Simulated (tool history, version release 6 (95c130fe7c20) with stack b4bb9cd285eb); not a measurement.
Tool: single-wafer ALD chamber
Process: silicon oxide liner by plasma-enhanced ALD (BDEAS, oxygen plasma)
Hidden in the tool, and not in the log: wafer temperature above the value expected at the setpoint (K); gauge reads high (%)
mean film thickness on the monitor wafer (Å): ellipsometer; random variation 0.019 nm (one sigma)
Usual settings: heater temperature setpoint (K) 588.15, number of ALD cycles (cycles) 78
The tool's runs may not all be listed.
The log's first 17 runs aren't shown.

run,hour,heater temperature setpoint (K),number of ALD cycles (cycles),wafers since the last listed run,hours since the last thermocouple change,hours since the gauge calibration,"read-back reference wafer on the same gauge, thickness_nm",mean film thickness on the monitor wafer (Å)
18,449.3,578.15,68,97,3116.3,1024.9,6.031,66.11
19,466.5,578.15,68,55,3133.5,1042.1,6.026,66.26
20,483.8,588.15,78,55,3150.8,1059.4,6.028,74.90
21,510.6,588.15,78,86,3177.6,1086.2,6.036,74.91
22,534.8,588.15,78,78,3201.8,1110.4,6.036,74.31
23,561.2,588.15,78,85,3228.2,1136.8,6.031,75.03
24,597.2,578.15,67,116,3264.2,1172.8,6.036,65.46
25,622.8,588.15,78,82,3289.8,1198.4,6.029,74.54
26,646.9,594.15,88,77,3313.9,1222.5,6.026,83.92
# hour 655.2: gauge calibrated
27,669.1,582.15,66,71,3336.1,13.9,6.021,63.81
# hour 677.9: thermocouple changed; heater temperature recalibrated
28,688.4,588.15,87,36,10.5,33.2,6.024,83.29
29,707.3,588.15,78,61,29.4,52.1,6.027,74.62
30,727.9,580.15,67,66,50.0,72.7,6.026,65.11
31,755.3,593.15,86,88,77.4,100.1,6.030,81.49
32,772.0,588.15,78,54,94.1,116.8,6.027,74.86
33,807.6,579.15,88,115,129.7,152.4,6.031,85.65
34,829.7,581.15,65,71,151.8,174.5,6.036,63.09
35,861.3,588.15,92,102,183.4,206.1,6.027,88.71
36,888.2,593.15,64,87,210.3,233.0,6.034,60.92
37,952.0,575.15,66,206,274.1,296.8,6.026,64.67
38,966.3,596.15,78,46,288.4,311.1,6.029,73.67
39,993.8,602.15,73,88,315.9,338.6,6.038,68.38
40,1021.7,584.15,67,90,343.8,366.5,6.025,64.41
41,1050.0,588.15,69,91,372.1,394.8,6.023,66.02

Forecast run 42:
42,1070.7,600.15,69,66,392.8,415.5,?,?

Run 42 gave read-back reference wafer on the same gauge, thickness_nm 6.027, mean film thickness on the monitor wafer (Å) 64.75.
Without the tool's hidden state the same run would have given mean film thickness on the monitor wafer (Å) 64.75.
